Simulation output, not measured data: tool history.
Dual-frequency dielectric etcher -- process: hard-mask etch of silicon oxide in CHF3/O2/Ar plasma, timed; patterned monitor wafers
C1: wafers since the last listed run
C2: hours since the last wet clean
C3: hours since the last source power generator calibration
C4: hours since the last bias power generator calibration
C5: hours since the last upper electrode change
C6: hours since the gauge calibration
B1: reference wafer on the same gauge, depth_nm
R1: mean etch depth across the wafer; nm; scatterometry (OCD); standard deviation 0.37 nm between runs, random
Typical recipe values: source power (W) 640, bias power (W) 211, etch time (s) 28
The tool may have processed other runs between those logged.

Run 1, hour 0: usual settings but source power (W) 700, bias power (W) 237; C1 0; C2 180; C3 3709.5; C4 2943.7; C5 2922.6; C6 517.4; B1 49.4. Result: R1 59.9 nm.
Run 2, hour 62.2: usual settings but source power (W) 570; C1 743; C2 242.2; C3 3771.7; C4 3005.9; C5 2984.8; C6 579.6; B1 49.4. Result: R1 54.4 nm.
Run 3, hour 127.9: usual settings but source power (W) 570; C1 785; C2 307.9; C3 3837.4; C4 3071.6; C5 3050.5; C6 645.3; B1 49.6. Result: R1 53.6 nm.
Run 4, hour 164.1: usual settings but etch time (s) 23.5; C1 432; C2 344.1; C3 3873.6; C4 3107.8; C5 3086.7; C6 681.5; B1 49.6. Result: R1 47.5 nm.
Run 5, hour 204: usual settings but etch time (s) 23.5; C1 476; C2 384; C3 3913.5; C4 3147.7; C5 3126.6; C6 721.4; B1 49.5. Result: R1 47.4 nm.
Run 6, hour 252.5: usual settings but bias power (W) 237; C1 579; C2 432.5; C3 3962; C4 3196.2; C5 3175.1; C6 769.9; B1 49.5. Result: R1 59.4 nm.
Run 7, hour 301.6: usual settings but bias power (W) 237; C1 586; C2 481.6; C3 4011.1; C4 3245.3; C5 3224.2; C6 819; B1 49.6. Result: R1 58.7 nm.
At hour 363.7: wet clean of the chamber.
Run 8, hour 366.3: usual settings but bias power (W) 200; C1 486; C2 2.6; C3 4075.8; C4 3310; C5 3288.9; C6 883.7; B1 49.4. Result: R1 54.3 nm.
Run 9, hour 414.1: usual settings but bias power (W) 200; C1 571; C2 50.4; C3 4123.6; C4 3357.8; C5 3336.7; C6 931.5; B1 49.5. Result: R1 54.5 nm.
Run 10, hour 438.9: usual settings but bias power (W) 253; C1 296; C2 75.2; C3 4148.4; C4 3382.6; C5 3361.5; C6 956.3; B1 49.4. Result: R1 57.6 nm.
Run 11, hour 508.4: usual settings; C1 830; C2 144.7; C3 4217.9; C4 3452.1; C5 3431; C6 1025.8; B1 49.5. Result: R1 55.6 nm.
Run 12, hour 541.5: usual settings; C1 395; C2 177.8; C3 4251; C4 3485.2; C5 3464.1; C6 1058.9; B1 49.5. Result: R1 55.8 nm.
Run 13, hour 610: usual settings; C1 818; C2 246.3; C3 4319.5; C4 3553.7; C5 3532.6; C6 1127.4; B1 49.5. Result: R1 55.9 nm.
At hour 624: bias power generator calibrated.
At hour 667.4: source power generator calibrated.
Run 14, hour 677.2: usual settings but etch time (s) 25.5; C1 707; C2 313.5; C3 9.8; C4 53.2; C5 3599.8; C6 1194.6; B1 49.5. Result: R1 51.9 nm.
Run 15, hour 746.4: usual settings but source power (W) 780, bias power (W) 178, etch time (s) 34; C1 826; C2 382.7; C3 79; C4 122.4; C5 3669; C6 1263.8; B1 49.5. Result: R1 70.7 nm.
Run 16, hour 793.5: usual settings but source power (W) 790, etch time (s) 33; C1 562; C2 429.8; C3 126.1; C4 169.5; C5 3716.1; C6 1310.9; B1 49.6. Result: R1 73.6 nm.
At hour 834.7: wet clean of the chamber.
Run 17, hour 865: usual settings; C1 567; C2 30.3; C3 197.6; C4 241; C5 3787.6; C6 1382.4; B1 49.4. Result: R1 54.6 nm.
At hour 900.7: gauge calibrated.
Run 18, hour 912.5: usual settings but source power (W) 720, bias power (W) 233, etch time (s) 33.5; C1 567; C2 77.8; C3 245.1; C4 288.5; C5 3835.1; C6 11.8; B1 49.5. Result: R1 70.4 nm.
Run 19, hour 982.7: usual settings but source power (W) 580, bias power (W) 251, etch time (s) 32; C1 838; C2 148; C3 315.3; C4 358.7; C5 3905.3; C6 82; B1 49.5. Result: R1 63.7 nm.
Run 20, hour 1014.3: usual settings but source power (W) 500, bias power (W) 185, etch time (s) 33; C1 377; C2 179.6; C3 346.9; C4 390.3; C5 3936.9; C6 113.6; B1 49.5. Result: R1 57.6 nm.
Run 21, hour 1083: usual settings but bias power (W) 255, etch time (s) 36; C1 821; C2 248.3; C3 415.6; C4 459; C5 4005.6; C6 182.3; B1 49.6. Result: R1 74.8 nm.
At hour 1124.9: upper electrode replaced.
Run 22, hour 1131.6: usual settings; C1 293; C2 296.9; C3 464.2; C4 507.6; C5 6.7; C6 230.9; B1 49.5. Result: R1 56.3 nm.
Run 23, hour 1163.6: usual settings but source power (W) 590, bias power (W) 228; C1 382; C2 328.9; C3 496.2; C4 539.6; C5 38.7; C6 262.9; B1 49.6. Result: R1 55.6 nm.
Run 24, hour 1228.2: usual settings but source power (W) 490, bias power (W) 173, etch time (s) 24; C1 772; C2 393.5; C3 560.8; C4 604.2; C5 103.3; C6 327.5; B1 49.6. Result: R1 41.3 nm.
Run 25, hour 1270.4: usual settings but bias power (W) 200; C1 504; C2 435.7; C3 603; C4 646.4; C5 145.5; C6 369.7; B1 49.4. Result: R1 56 nm.
At hour 1327.8: wet clean of the chamber.
Run 26, hour 1328.3: usual settings but bias power (W) 159, etch time (s) 24; C1 405; C2 0.5; C3 660.9; C4 704.3; C5 203.4; C6 427.6; B1 49.4. Result: R1 43.1 nm.
Run 27, hour 1381.1: usual settings but bias power (W) 243, etch time (s) 21; C1 631; C2 53.3; C3 713.7; C4 757.1; C5 256.2; C6 480.4; B1 49.5. Result: R1 42.9 nm.
Run 28, hour 1436.4: usual settings; C1 660; C2 108.6; C3 769; C4 812.4; C5 311.5; C6 535.7; B1 49.6. Result: R1 55.7 nm.
Run 29, hour 1491.5: usual settings but source power (W) 700, bias power (W) 239, etch time (s) 32.5; C1 658; C2 163.7; C3 824.1; C4 867.5; C5 366.6; C6 590.8; B1 49.4. Result: R1 68.9 nm.
Run 30, hour 1520.7: usual settings but source power (W) 480, bias power (W) 189, etch time (s) 34.5; C1 348; C2 192.9; C3 853.3; C4 896.7; C5 395.8; C6 620; B1 49.6. Result: R1 60 nm.
Run 31, hour 1550.3: usual settings but source power (W) 530, bias power (W) 197, etch time (s) 35; C1 353; C2 222.5; C3 882.9; C4 926.3; C5 425.4; C6 649.6; B1 49.5. Result: R1 63.7 nm.

Hidden condition of the tool, last listed run before each entry between runs versus first listed run after:
Between runs 7 and 8: wet clean of the chamber (hour 363.7)
  etch rate over this chamber's usual, %: 5.79 -> 0.229
  measured result minus the result with no hidden state, R1: +3.3 -> +0.1 nm
Between runs 13 and 14: bias power generator calibrated (hour 624); source power generator calibrated (hour 667.4)
  etch rate over this chamber's usual, %: 2.95 -> 3.7
  measured result minus the result with no hidden state, R1: +1.6 -> +1.9 nm
Between runs 16 and 17: wet clean of the chamber (hour 834.7)
  etch rate over this chamber's usual, %: 4.99 -> -0.438
  measured result minus the result with no hidden state, R1: +3.5 -> -0.3 nm
Between runs 17 and 18: gauge calibrated (hour 900.7)
  etch rate over this chamber's usual, %: -0.438 -> 0.0914
  measured result minus the result with no hidden state, R1: -0.3 -> +0.1 nm
Between runs 21 and 22: upper electrode replaced (hour 1124.9)
  etch rate over this chamber's usual, %: 1.99 -> 2.54
  measured result minus the result with no hidden state, R1: +1.5 -> +1.4 nm
Between runs 25 and 26: wet clean of the chamber (hour 1327.8)
  etch rate over this chamber's usual, %: 4.08 -> -0.0285
  measured result minus the result with no hidden state, R1: +2.2 -> +0 nm
